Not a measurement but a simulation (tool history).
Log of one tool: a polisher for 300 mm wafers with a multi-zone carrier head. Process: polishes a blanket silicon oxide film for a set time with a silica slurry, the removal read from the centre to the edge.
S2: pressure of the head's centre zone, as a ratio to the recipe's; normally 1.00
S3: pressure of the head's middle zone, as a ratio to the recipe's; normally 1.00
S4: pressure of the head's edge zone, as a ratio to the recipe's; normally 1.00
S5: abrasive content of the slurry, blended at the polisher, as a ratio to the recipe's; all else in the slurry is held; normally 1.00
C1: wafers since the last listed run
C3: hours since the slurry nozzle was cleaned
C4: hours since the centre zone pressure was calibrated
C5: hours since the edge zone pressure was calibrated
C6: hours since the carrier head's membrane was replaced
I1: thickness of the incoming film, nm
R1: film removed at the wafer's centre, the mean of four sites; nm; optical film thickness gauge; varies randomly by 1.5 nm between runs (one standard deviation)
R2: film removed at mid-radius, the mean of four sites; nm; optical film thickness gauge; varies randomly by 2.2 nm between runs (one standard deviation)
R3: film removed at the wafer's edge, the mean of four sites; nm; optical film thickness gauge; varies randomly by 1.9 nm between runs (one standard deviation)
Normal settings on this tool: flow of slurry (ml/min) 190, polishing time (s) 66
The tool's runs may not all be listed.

run 1 day=0.000 | flow_of_slurry_(ml/min)=190 S2=0.94 S3=1.00 S4=1.00 S5=1.00 polishing_time_(s)=66 | C1=0 wafers_polished_on_this_pad=167 C3=27.2 C4=640.5 C5=965.9 C6=1438.5 | I1=1149.6 | R1=148.9 R2=147.0 R3=154.6
run 2 day=0.617 | flow_of_slurry_(ml/min)=190 S2=1.00 S3=1.11 S4=1.00 S5=1.00 polishing_time_(s)=52 | C1=147 wafers_polished_on_this_pad=314 C3=42.0 C4=655.3 C5=980.7 C6=1453.3 | I1=1147.1 | R1=124.5 R2=123.3 R3=123.9
-- day=2.188 carrier head's membrane replaced by a new one
run 3 day=2.208 | flow_of_slurry_(ml/min)=190 S2=1.00 S3=1.00 S4=1.00 S5=1.00 polishing_time_(s)=66 | C1=330 wafers_polished_on_this_pad=645 C3=80.2 C4=693.5 C5=1018.9 C6=0.5 | I1=1155.5 | R1=157.0 R2=148.1 R3=156.3
run 4 day=2.967 | flow_of_slurry_(ml/min)=210 S2=1.00 S3=1.00 S4=1.00 S5=1.00 polishing_time_(s)=76 | C1=181 wafers_polished_on_this_pad=826 C3=98.4 C4=711.7 C5=1037.1 C6=18.7 | I1=1132.7 | R1=183.7 R2=172.3 R3=181.4
run 5 day=3.821 | flow_of_slurry_(ml/min)=190 S2=1.00 S3=1.00 S4=1.10 S5=1.00 polishing_time_(s)=66 | C1=204 wafers_polished_on_this_pad=1031 C3=118.9 C4=732.2 C5=1057.6 C6=39.2 | I1=1156.2 | R1=155.4 R2=151.1 R3=165.1
-- day=4.146 centre zone pressure recalibrated
run 6 day=5.204 | flow_of_slurry_(ml/min)=190 S2=1.00 S3=1.00 S4=1.12 S5=0.90 polishing_time_(s)=76 | C1=310 wafers_polished_on_this_pad=1341 C3=152.1 C4=25.4 C5=1090.8 C6=72.4 | I1=1147.6 | R1=171.2 R2=165.2 R3=184.2
run 7 day=6.650 | flow_of_slurry_(ml/min)=190 S2=1.11 S3=1.00 S4=1.00 S5=1.00 polishing_time_(s)=85 | C1=345 wafers_polished_on_this_pad=1687 C3=186.8 C4=60.1 C5=1125.5 C6=107.1 | I1=1133.6 | R1=223.8 R2=189.2 R3=199.7
run 8 day=8.042 | flow_of_slurry_(ml/min)=190 S2=1.07 S3=1.00 S4=1.05 S5=0.90 polishing_time_(s)=73 | C1=332 wafers_polished_on_this_pad=2020 C3=220.2 C4=93.5 C5=1158.9 C6=140.5 | I1=1132.0 | R1=177.9 R2=156.3 R3=172.8
run 9 day=8.908 | flow_of_slurry_(ml/min)=190 S2=1.00 S3=1.00 S4=1.00 S5=1.00 polishing_time_(s)=66 | C1=207 wafers_polished_on_this_pad=2227 C3=241.0 C4=114.3 C5=1179.7 C6=161.3 | I1=1172.5 | R1=157.2 R2=148.1 R3=154.6
-- day=9.392 worn pad replaced by a new one
-- day=9.721 edge zone pressure recalibrated
run 10 day=10.088 | flow_of_slurry_(ml/min)=190 S2=0.92 S3=1.06 S4=1.00 S5=1.00 polishing_time_(s)=66 | C1=222 wafers_polished_on_this_pad=146 C3=269.3 C4=142.6 C5=8.8 C6=189.6 | I1=1152.9 | R1=145.5 R2=154.5 R3=157.5
run 11 day=11.396 | flow_of_slurry_(ml/min)=225 S2=0.94 S3=1.05 S4=1.04 S5=1.00 polishing_time_(s)=66 | C1=312 wafers_polished_on_this_pad=459 C3=300.7 C4=174.0 C5=40.2 C6=221.0 | I1=1163.8 | R1=151.5 R2=153.7 R3=162.5
run 12 day=12.662 | flow_of_slurry_(ml/min)=190 S2=1.00 S3=0.89 S4=1.00 S5=1.00 polishing_time_(s)=66 | C1=302 wafers_polished_on_this_pad=762 C3=331.1 C4=204.4 C5=70.6 C6=251.4 | I1=1171.1 | R1=156.1 R2=138.8 R3=157.7
run 13 day=13.862 | flow_of_slurry_(ml/min)=190 S2=1.00 S3=1.00 S4=1.00 S5=1.00 polishing_time_(s)=66 | C1=286 wafers_polished_on_this_pad=1049 C3=359.9 C4=233.2 C5=99.4 C6=280.2 | I1=1163.9 | R1=155.2 R2=146.9 R3=154.5
run 14 day=14.850 | flow_of_slurry_(ml/min)=190 S2=1.00 S3=0.93 S4=1.00 S5=0.90 polishing_time_(s)=66 | C1=236 wafers_polished_on_this_pad=1285 C3=383.6 C4=256.9 C5=123.1 C6=303.9 | I1=1138.0 | R1=154.5 R2=142.0 R3=152.1
run 15 day=15.558 | flow_of_slurry_(ml/min)=190 S2=1.00 S3=1.00 S4=1.04 S5=1.00 polishing_time_(s)=66 | C1=169 wafers_polished_on_this_pad=1454 C3=400.6 C4=273.9 C5=140.1 C6=320.9 | I1=1158.4 | R1=155.9 R2=150.4 R3=159.1
run 16 day=16.458 | flow_of_slurry_(ml/min)=150 S2=1.00 S3=1.00 S4=0.91 S5=1.00 polishing_time_(s)=66 | C1=215 wafers_polished_on_this_pad=1669 C3=422.2 C4=295.5 C5=161.7 C6=342.5 | I1=1136.2 | R1=150.2 R2=144.1 R3=149.7
-- day=16.717 slurry nozzle cleaned
-- day=17.583 worn pad replaced by a new one
run 17 day=17.825 | flow_of_slurry_(ml/min)=190 S2=1.00 S3=1.00 S4=0.91 S5=1.00 polishing_time_(s)=75 | C1=276 wafers_polished_on_this_pad=57 C3=26.6 C4=328.3 C5=194.5 C6=375.3 | I1=1166.8 | R1=177.8 R2=162.9 R3=171.3
run 18 day=18.462 | flow_of_slurry_(ml/min)=210 S2=0.94 S3=0.91 S4=1.00 S5=1.00 polishing_time_(s)=55 | C1=152 wafers_polished_on_this_pad=210 C3=41.9 C4=343.6 C5=209.8 C6=390.6 | I1=1145.7 | R1=125.1 R2=120.5 R3=134.0
run 19 day=19.383 | flow_of_slurry_(ml/min)=190 S2=0.89 S3=1.00 S4=1.00 S5=1.00 polishing_time_(s)=66 | C1=220 wafers_polished_on_this_pad=430 C3=64.0 C4=365.7 C5=231.9 C6=412.7 | I1=1149.5 | R1=143.1 R2=147.6 R3=157.6
run 20 day=20.525 | flow_of_slurry_(ml/min)=220 S2=1.00 S3=1.00 S4=1.03 S5=1.00 polishing_time_(s)=66 | C1=272 wafers_polished_on_this_pad=703 C3=91.4 C4=393.1 C5=259.3 C6=440.1 | I1=1155.2 | R1=163.7 R2=153.3 R3=161.5
run 21 day=21.275 | flow_of_slurry_(ml/min)=135 S2=1.00 S3=1.09 S4=1.00 S5=1.00 polishing_time_(s)=57 | C1=179 wafers_polished_on_this_pad=882 C3=109.4 C4=411.1 C5=277.3 C6=458.1 | I1=1146.4 | R1=126.9 R2=129.1 R3=129.1
run 22 day=22.462 | flow_of_slurry_(ml/min)=245 S2=1.00 S3=1.00 S4=1.00 S5=1.10 polishing_time_(s)=52 | C1=283 wafers_polished_on_this_pad=1166 C3=137.9 C4=439.6 C5=305.8 C6=486.6 | I1=1150.3 | R1=130.5 R2=124.3 R3=133.0

Here are 3 independent what-if runs from the current tool condition. What would each one return?
run A day=22.479 | flow_of_slurry_(ml/min)=190 S2=0.91 S3=1.00 S4=1.00 S5=1.00 polishing_time_(s)=66 | C1=3 wafers_polished_on_this_pad=1170 C3=138.3 C4=440.0 C5=306.2 C6=487.0 | I1=1153.3 | R1=? R2=? R3=?
run B day=22.479 | flow_of_slurry_(ml/min)=190 S2=1.05 S3=1.00 S4=0.95 S5=1.15 polishing_time_(s)=66 | C1=3 wafers_polished_on_this_pad=1170 C3=138.3 C4=440.0 C5=306.2 C6=487.0 | I1=1153.3 | R1=? R2=? R3=?
run C day=22.479 | flow_of_slurry_(ml/min)=225 S2=1.00 S3=1.12 S4=1.00 S5=0.70 polishing_time_(s)=48 | C1=3 wafers_polished_on_this_pad=1170 C3=138.3 C4=440.0 C5=306.2 C6=487.0 | I1=1153.3 | R1=? R2=? R3=?

run=A R1=145.1 R2=147.9 R3=156.3
run=B R1=170.0 R2=154.5 R3=159.4
run=C R1=104.0 R2=104.7 R3=103.0
The same runs, with their run-to-run variation unchanged, on a tool lacking any hidden condition would have given:
run=A R1=145.1 R2=147.9 R3=156.3
run=B R1=170.0 R2=154.5 R3=159.4
run=C R1=104.0 R2=104.7 R3=103.0
